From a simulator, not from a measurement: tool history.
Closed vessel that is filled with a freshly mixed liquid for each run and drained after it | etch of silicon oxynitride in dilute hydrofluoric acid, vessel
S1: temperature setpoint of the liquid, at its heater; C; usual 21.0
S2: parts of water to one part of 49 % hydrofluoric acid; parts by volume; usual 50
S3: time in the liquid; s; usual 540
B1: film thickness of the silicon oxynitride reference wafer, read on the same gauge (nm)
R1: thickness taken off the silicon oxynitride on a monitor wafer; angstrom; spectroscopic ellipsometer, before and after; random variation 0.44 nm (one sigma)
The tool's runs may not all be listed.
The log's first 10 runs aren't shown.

run	hour	S1	S2	S3	B1	R1
11	648.4	21.0	50	380	39.98	331.2
# hour 668.8: thermometer replaced
12	681.8	22.5	50	540	39.98	501.3
# hour 718.8: hydrofluoric acid flow meter replaced
13	730.8	17.0	30	270	40.00	323.6
14	785.1	21.0	35	305	40.00	383.7
15	840.2	21.0	30	315	40.01	467.4
16	872.2	24.5	65	845	39.98	661.3
17	1080.4	21.0	40	540	39.99	590.7
18	1290.6	21.0	75	795	40.01	449.3
19	1317.0	21.0	55	305	40.01	238.1
# hour 1367.0: hydrofluoric acid flow meter replaced
20	1375.1	21.0	50	820	40.01	710.0
# hour 1405.3: thermometer replaced
21	1430.7	21.0	50	540	39.99	475.3
22	1502.2	17.0	25	725	40.00	1058.7
23	1529.6	21.0	35	540	40.00	672.6
24	1582.6	21.0	55	305	40.01	245.5
25	1798.5	24.5	50	540	39.98	565.1
26	1834.1	21.0	50	540	39.99	463.2
27	1868.5	21.0	50	540	39.99	470.2
28	1939.7	23.0	70	765	39.98	511.2
# hour 1953.4: hydrofluoric acid flow meter replaced
29	1999.0	21.0	35	540	39.99	675.0
30	2023.6	23.0	50	540	40.00	521.8
31	2069.7	25.0	25	315	40.02	672.6

Forecast each of these 5 alternatives for the next run:
A	2070.5	23.5	50	540	?	?
B	2070.5	18.5	35	540	?	?
C	2070.5	17.0	50	380	?	?
D	2070.5	24.5	70	540	?	?
E	2070.5	24.5	40	660	?	?

run	B1	R1
A	39.99	524.7
B	39.99	589.2
C	39.99	266.4
D	39.99	386.9
E	39.99	848.5
Without the tool's hidden state the same runs would have given:
run	R1
A	524.7
B	589.2
C	266.4
D	386.9
E	848.5

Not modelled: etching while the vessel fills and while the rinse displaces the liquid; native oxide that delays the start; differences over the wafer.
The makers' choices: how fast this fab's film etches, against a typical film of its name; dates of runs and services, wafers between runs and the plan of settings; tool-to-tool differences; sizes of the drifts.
